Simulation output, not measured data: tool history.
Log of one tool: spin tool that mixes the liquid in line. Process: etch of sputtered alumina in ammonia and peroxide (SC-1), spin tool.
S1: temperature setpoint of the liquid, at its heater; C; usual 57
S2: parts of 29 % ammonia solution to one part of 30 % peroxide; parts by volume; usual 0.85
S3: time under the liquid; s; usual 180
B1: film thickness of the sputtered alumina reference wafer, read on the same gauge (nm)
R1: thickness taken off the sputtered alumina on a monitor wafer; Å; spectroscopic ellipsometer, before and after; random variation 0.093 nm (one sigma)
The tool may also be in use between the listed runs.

run 1 hour=0 | S1=57 S2=0.85 S3=180 | B1=40 | R1=202.1
run 2 hour=32.4 | S1=57 S2=0.85 S3=180 | B1=39.99 | R1=200.5
run 3 hour=45.7 | S1=57 S2=0.85 S3=180 | B1=40 | R1=201
run 4 hour=140.7 | S1=57 S2=0.85 S3=180 | B1=39.98 | R1=198
run 5 hour=161.8 | S1=57 S2=0.85 S3=180 | B1=40.02 | R1=200.2
run 6 hour=191 | S1=57 S2=0.85 S3=180 | B1=40.01 | R1=199
-- hour=222.4 thermometer replaced
-- hour=224.9 heated supply line repaired
-- hour=243.9 gauge calibrated
run 7 hour=292.3 | S1=57 S2=0.85 S3=180 | B1=39.99 | R1=202.1
run 8 hour=322.7 | S1=57 S2=0.85 S3=180 | B1=40.01 | R1=202.6
run 9 hour=351 | S1=60 S2=0.85 S3=180 | B1=39.98 | R1=237.7
run 10 hour=370.6 | S1=60 S2=0.85 S3=180 | B1=39.97 | R1=236.6
run 11 hour=390.4 | S1=60 S2=0.85 S3=180 | B1=40 | R1=236.5
run 12 hour=425.3 | S1=57 S2=0.85 S3=180 | B1=39.99 | R1=201.9
run 13 hour=457.6 | S1=57 S2=0.7 S3=220 | B1=39.99 | R1=243.7
run 14 hour=477.4 | S1=57 S2=1 S3=180 | B1=39.98 | R1=204.2
run 15 hour=566.5 | S1=50 S2=1.2 S3=130 | B1=40 | R1=102.8
-- hour=573.1 ammonia flow meter replaced
run 16 hour=587.4 | S1=53 S2=0.85 S3=180 | B1=39.99 | R1=162
-- hour=595.9 new drum of ammonia solution connected
run 17 hour=610.9 | S1=51 S2=0.75 S3=180 | B1=40 | R1=142.7
run 18 hour=633.7 | S1=57 S2=0.85 S3=180 | B1=40.01 | R1=200.4
run 19 hour=652.2 | S1=64 S2=0.85 S3=145 | B1=39.98 | R1=231

Forecast run 20:
run 20 hour=676.1 | S1=57 S2=0.85 S3=180 | B1=? | R1=?

{"run 20": {"B1": 40.01, "R1": 200.1}}
Without the tool's hidden state the same run would have given R1 205.9 Å.
